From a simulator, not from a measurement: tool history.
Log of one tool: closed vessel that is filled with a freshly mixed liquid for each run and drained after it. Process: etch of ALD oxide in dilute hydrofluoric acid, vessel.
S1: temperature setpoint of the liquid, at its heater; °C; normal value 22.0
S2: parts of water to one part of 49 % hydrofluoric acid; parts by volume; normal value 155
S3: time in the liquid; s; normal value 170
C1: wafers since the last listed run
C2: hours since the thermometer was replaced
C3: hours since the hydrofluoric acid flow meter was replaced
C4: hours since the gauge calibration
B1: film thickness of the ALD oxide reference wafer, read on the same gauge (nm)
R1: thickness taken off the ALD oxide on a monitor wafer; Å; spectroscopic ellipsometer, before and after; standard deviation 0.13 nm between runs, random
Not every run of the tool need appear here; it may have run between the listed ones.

run 1 hour=0.0 | S1=22.0 S2=210 S3=170 | C1=0 C2=2212.6 C3=437.1 C4=409.7 | B1=60.04 | R1=142.1
run 2 hour=51.6 | S1=22.0 S2=210 S3=170 | C1=4050 C2=2264.2 C3=488.7 C4=461.3 | B1=60.04 | R1=141.7
run 3 hour=80.5 | S1=22.0 S2=210 S3=170 | C1=2268 C2=2293.1 C3=517.6 C4=490.2 | B1=60.04 | R1=143.3
run 4 hour=120.3 | S1=22.0 S2=155 S3=170 | C1=3123 C2=2332.9 C3=557.4 C4=530.0 | B1=60.03 | R1=206.2
run 5 hour=169.8 | S1=22.0 S2=155 S3=170 | C1=3885 C2=2382.4 C3=606.9 C4=579.5 | B1=59.99 | R1=206.3
run 6 hour=206.1 | S1=22.0 S2=155 S3=170 | C1=2849 C2=2418.7 C3=643.2 C4=615.8 | B1=60.05 | R1=204.1
run 7 hour=370.9 | S1=22.0 S2=155 S3=170 | C1=12934 C2=2583.5 C3=808.0 C4=780.6 | B1=60.00 | R1=208.6
run 8 hour=444.4 | S1=22.0 S2=155 S3=170 | C1=5768 C2=2657.0 C3=881.5 C4=854.1 | B1=59.98 | R1=208.2
-- hour=455.1 gauge calibrated
run 9 hour=469.5 | S1=22.0 S2=155 S3=170 | C1=1970 C2=2682.1 C3=906.6 C4=14.4 | B1=59.98 | R1=208.2
run 10 hour=495.1 | S1=22.0 S2=155 S3=170 | C1=2009 C2=2707.7 C3=932.2 C4=40.0 | B1=59.98 | R1=208.5
-- hour=518.3 hydrofluoric acid flow meter replaced
run 11 hour=522.2 | S1=22.0 S2=155 S3=170 | C1=2048 C2=2734.8 C3=3.9 C4=67.1 | B1=59.97 | R1=199.7
run 12 hour=622.1 | S1=22.0 S2=155 S3=170 | C1=7841 C2=2834.7 C3=103.8 C4=167.0 | B1=60.03 | R1=200.7
run 13 hour=671.5 | S1=17.0 S2=230 S3=80 | C1=3877 C2=2884.1 C3=153.2 C4=216.4 | B1=60.00 | R1=48.5
-- hour=711.1 thermometer replaced
run 14 hour=739.0 | S1=25.0 S2=110 S3=80 | C1=5219 C2=27.9 C3=220.7 C4=283.9 | B1=59.99 | R1=160.2
run 15 hour=783.6 | S1=22.0 S2=155 S3=170 | C1=3500 C2=72.5 C3=265.3 C4=328.5 | B1=60.05 | R1=201.3
run 16 hour=851.0 | S1=24.5 S2=155 S3=170 | C1=5290 C2=139.9 C3=332.7 C4=395.9 | B1=59.98 | R1=222.7
run 17 hour=882.9 | S1=25.5 S2=95 S3=170 | C1=2503 C2=171.8 C3=364.6 C4=427.8 | B1=59.99 | R1=403.9
run 18 hour=949.4 | S1=24.5 S2=155 S3=110 | C1=5219 C2=238.3 C3=431.1 C4=494.3 | B1=59.99 | R1=145.0
run 19 hour=976.5 | S1=22.0 S2=155 S3=170 | C1=2127 C2=265.4 C3=458.2 C4=521.4 | B1=60.04 | R1=205.2
run 20 hour=1002.9 | S1=17.5 S2=135 S3=170 | C1=2072 C2=291.8 C3=484.6 C4=547.8 | B1=59.99 | R1=199.7
run 21 hour=1069.6 | S1=26.5 S2=110 S3=120 | C1=5235 C2=358.5 C3=551.3 C4=614.5 | B1=60.06 | R1=256.4
run 22 hour=1116.1 | S1=20.0 S2=155 S3=170 | C1=3649 C2=405.0 C3=597.8 C4=661.0 | B1=59.99 | R1=189.5
run 23 hour=1171.1 | S1=23.5 S2=235 S3=210 | C1=4316 C2=460.0 C3=652.8 C4=716.0 | B1=60.01 | R1=164.1
run 24 hour=1229.2 | S1=22.0 S2=155 S3=170 | C1=4560 C2=518.1 C3=710.9 C4=774.1 | B1=60.03 | R1=204.9

Each row is a separate what-if for the run after 24, all from the same tool condition, not one after another. Results?
run A hour=1229.9 | S1=19.0 S2=155 S3=170 | C1=54 C2=518.8 C3=711.6 C4=774.8 | B1=? | R1=?
run B hour=1229.9 | S1=19.0 S2=210 S3=170 | C1=54 C2=518.8 C3=711.6 C4=774.8 | B1=? | R1=?
run C hour=1229.9 | S1=23.5 S2=155 S3=235 | C1=54 C2=518.8 C3=711.6 C4=774.8 | B1=? | R1=?
run D hour=1229.9 | S1=22.0 S2=95 S3=170 | C1=54 C2=518.8 C3=711.6 C4=774.8 | B1=? | R1=?
run E hour=1229.9 | S1=22.0 S2=155 S3=140 | C1=54 C2=518.8 C3=711.6 C4=774.8 | B1=? | R1=?

run=A B1=60.02 R1=183.2
run=B B1=60.02 R1=128.2
run=C B1=60.02 R1=302.2
run=D B1=60.02 R1=359.7
run=E B1=60.02 R1=169.9
Take away the tool's hidden state, keep each run's random variation, and the runs would have read:
run=A R1=178.3
run=B R1=124.7
run=C R1=294.1
run=D R1=350.5
run=E R1=165.3
